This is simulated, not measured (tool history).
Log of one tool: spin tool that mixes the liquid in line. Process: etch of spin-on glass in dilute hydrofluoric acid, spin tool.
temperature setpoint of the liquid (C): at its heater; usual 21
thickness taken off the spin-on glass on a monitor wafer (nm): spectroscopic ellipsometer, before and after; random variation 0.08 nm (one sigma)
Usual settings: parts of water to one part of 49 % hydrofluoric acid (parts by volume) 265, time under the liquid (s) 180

run     day  temperature setpoint of the liquid (C)  parts of water to one part of 49 % hydrofluoric acid (parts by volume)  time under the liquid (s)  read-back film thickness of the spin-on glass reference wafer, read on the same gauge (nm)  thickness taken off the spin-on glass on a monitor wafer (nm)
  1       0                                    23.5                                                                     265                        180                                                                                      109.97                                                          11.78
      0.658  -- gauge calibrated
  2   3.633                                    23.5                                                                     265                        180                                                                                      110.05                                                          11.86
      5.967  -- hydrofluoric acid flow meter replaced
  3   6.454                                    23.5                                                                     265                        180                                                                                      110.01                                                          11.95
  4   9.808                                      21                                                                     265                        180                                                                                      110.01                                                          10.87
  5   12.75                                      21                                                                     265                        180                                                                                         110                                                          10.99
  6  15.892                                      21                                                                     265                        180                                                                                      110.01                                                          10.78
  7  18.667                                      21                                                                     265                        180                                                                                         110                                                          10.81
  8  21.062                                      21                                                                     265                        180                                                                                      109.98                                                           10.9
  9  24.567                                      21                                                                     265                        180                                                                                      109.98                                                          10.99
 10  28.208                                      21                                                                     265                        180                                                                                         110                                                          10.91
     31.979  -- thermometer replaced
 11  32.696                                      21                                                                     265                         70                                                                                      110.01                                                           4.22
 12  37.071                                      21                                                                     265                        180                                                                                      109.98                                                          10.85
      39.25  -- hydrofluoric acid flow meter replaced
 13  39.862                                      21                                                                     265                        260                                                                                      110.02                                                          15.89
 14  43.992                                      21                                                                     265                        180                                                                                      110.01                                                          10.83
     44.829  -- gauge calibrated
 15  47.704                                      21                                                                     180                        125                                                                                         110                                                          11.95
 16  56.979                                      25                                                                     265                        230                                                                                      109.98                                                          16.09
 17  60.092                                    17.5                                                                     365                        265                                                                                         110                                                           9.33
 18  62.804                                      21                                                                     165                        110                                                                                         110                                                          11.92
 19  64.717                                      21                                                                     265                        180                                                                                         110                                                          10.85
 20  66.933                                      21                                                                     265                        145                                                                                      109.99                                                           8.72

3 ways to go on from here, each from the tool as it stands after run 20. What would each give?
  A  66.954                                      21                                                                     345                        180                                                                                           ?                                                              ?
  B  66.954                                      21                                                                     265                        210                                                                                           ?                                                              ?
  C  66.954                                      23                                                                     265                        180                                                                                           ?                                                              ?

run  read-back film thickness of the spin-on glass reference wafer, read on the same gauge (nm)  thickness taken off the spin-on glass on a monitor wafer (nm)
  A                                                                                         110                                                           7.78
  B                                                                                         110                                                          12.71
  C                                                                                         110                                                          11.72
Without the tool's hidden state the same runs would have given:
run  thickness taken off the spin-on glass on a monitor wafer (nm)
  A                                                           7.78
  B                                                          12.71
  C                                                          11.72
